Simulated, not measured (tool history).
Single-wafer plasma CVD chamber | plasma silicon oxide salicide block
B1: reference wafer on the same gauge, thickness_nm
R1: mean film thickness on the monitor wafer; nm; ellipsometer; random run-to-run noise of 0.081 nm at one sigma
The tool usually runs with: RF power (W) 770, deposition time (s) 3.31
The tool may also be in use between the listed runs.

run 1 hour=0 | RF_power_(W)=770 deposition_time_(s)=3.31 | B1=30.803 | R1=36.703
run 2 hour=12.1 | RF_power_(W)=770 deposition_time_(s)=2.86 | B1=30.795 | R1=31.726
run 3 hour=21.3 | RF_power_(W)=770 deposition_time_(s)=3.31 | B1=30.788 | R1=36.735
run 4 hour=37.4 | RF_power_(W)=770 deposition_time_(s)=3.31 | B1=30.808 | R1=36.772
run 5 hour=64.6 | RF_power_(W)=770 deposition_time_(s)=3.31 | B1=30.804 | R1=36.744
run 6 hour=78.8 | RF_power_(W)=770 deposition_time_(s)=3.31 | B1=30.802 | R1=36.802
run 7 hour=85.8 | RF_power_(W)=770 deposition_time_(s)=3.31 | B1=30.803 | R1=36.814
run 8 hour=94.8 | RF_power_(W)=770 deposition_time_(s)=3.31 | B1=30.798 | R1=36.831
run 9 hour=104.7 | RF_power_(W)=770 deposition_time_(s)=3.31 | B1=30.799 | R1=36.845
run 10 hour=114.4 | RF_power_(W)=770 deposition_time_(s)=3.31 | B1=30.793 | R1=36.73
run 11 hour=120.8 | RF_power_(W)=735 deposition_time_(s)=3.31 | B1=30.803 | R1=36.195
run 12 hour=128.4 | RF_power_(W)=735 deposition_time_(s)=3.31 | B1=30.804 | R1=36.154
run 13 hour=139.6 | RF_power_(W)=735 deposition_time_(s)=3.31 | B1=30.798 | R1=36.417
-- hour=157.1 RF generator calibrated
run 14 hour=157.6 | RF_power_(W)=770 deposition_time_(s)=3 | B1=30.783 | R1=33.333
run 15 hour=160 | RF_power_(W)=770 deposition_time_(s)=3 | B1=30.793 | R1=33.255
run 16 hour=175.2 | RF_power_(W)=770 deposition_time_(s)=3.75 | B1=30.812 | R1=41.623
run 17 hour=190.5 | RF_power_(W)=770 deposition_time_(s)=3.75 | B1=30.783 | R1=41.635
run 18 hour=200.2 | RF_power_(W)=770 deposition_time_(s)=3.31 | B1=30.807 | R1=36.756
run 19 hour=214.7 | RF_power_(W)=815 deposition_time_(s)=2.79 | B1=30.808 | R1=31.432
run 20 hour=224.4 | RF_power_(W)=855 deposition_time_(s)=3.31 | B1=30.807 | R1=37.753
run 21 hour=242.1 | RF_power_(W)=770 deposition_time_(s)=2.66 | B1=30.805 | R1=29.524
-- hour=255.6 showerhead replaced
run 22 hour=256.1 | RF_power_(W)=625 deposition_time_(s)=3.7 | B1=30.805 | R1=38.822
run 23 hour=262.7 | RF_power_(W)=770 deposition_time_(s)=3.31 | B1=30.793 | R1=36.584
run 24 hour=295.8 | RF_power_(W)=885 deposition_time_(s)=3.61 | B1=30.8 | R1=41.666
run 25 hour=313.3 | RF_power_(W)=770 deposition_time_(s)=3.85 | B1=30.811 | R1=42.769
-- hour=324.1 gauge calibrated
run 26 hour=325.9 | RF_power_(W)=770 deposition_time_(s)=2.93 | B1=30.788 | R1=32.456
run 27 hour=339.4 | RF_power_(W)=650 deposition_time_(s)=3.5 | B1=30.803 | R1=36.956
run 28 hour=356.6 | RF_power_(W)=900 deposition_time_(s)=3.82 | B1=30.803 | R1=44.294
run 29 hour=367.5 | RF_power_(W)=770 deposition_time_(s)=3.31 | B1=30.793 | R1=36.68
run 30 hour=376.1 | RF_power_(W)=630 deposition_time_(s)=3.62 | B1=30.801 | R1=37.902
run 31 hour=385.7 | RF_power_(W)=770 deposition_time_(s)=2.94 | B1=30.803 | R1=32.629
run 32 hour=400.9 | RF_power_(W)=625 deposition_time_(s)=3.75 | B1=30.789 | R1=39.36
run 33 hour=438.5 | RF_power_(W)=770 deposition_time_(s)=3.31 | B1=30.805 | R1=36.722
run 34 hour=456.3 | RF_power_(W)=770 deposition_time_(s)=3.31 | B1=30.789 | R1=36.643
run 35 hour=470.5 | RF_power_(W)=825 deposition_time_(s)=3.31 | B1=30.805 | R1=37.355
run 36 hour=485.4 | RF_power_(W)=770 deposition_time_(s)=3.31 | B1=30.79 | R1=36.677

Alternative continuations, all from the tool just after run 36; predict every row:
run A hour=485.8 | RF_power_(W)=770 deposition_time_(s)=3.31 | B1=? | R1=?
run B hour=485.8 | RF_power_(W)=650 deposition_time_(s)=3.02 | B1=? | R1=?
run C hour=485.8 | RF_power_(W)=770 deposition_time_(s)=2.84 | B1=? | R1=?
run D hour=485.8 | RF_power_(W)=650 deposition_time_(s)=2.9 | B1=? | R1=?
run E hour=485.8 | RF_power_(W)=730 deposition_time_(s)=3.5 | B1=? | R1=?

run=A B1=30.794 R1=36.715
run=B B1=30.794 R1=31.993
run=C B1=30.794 R1=31.502
run=D B1=30.794 R1=30.722
run=E B1=30.794 R1=38.262
What these runs would have given with no unlogged condition in the tool:
run=A R1=36.715
run=B R1=31.993
run=C R1=31.502
run=D R1=30.722
run=E R1=38.262
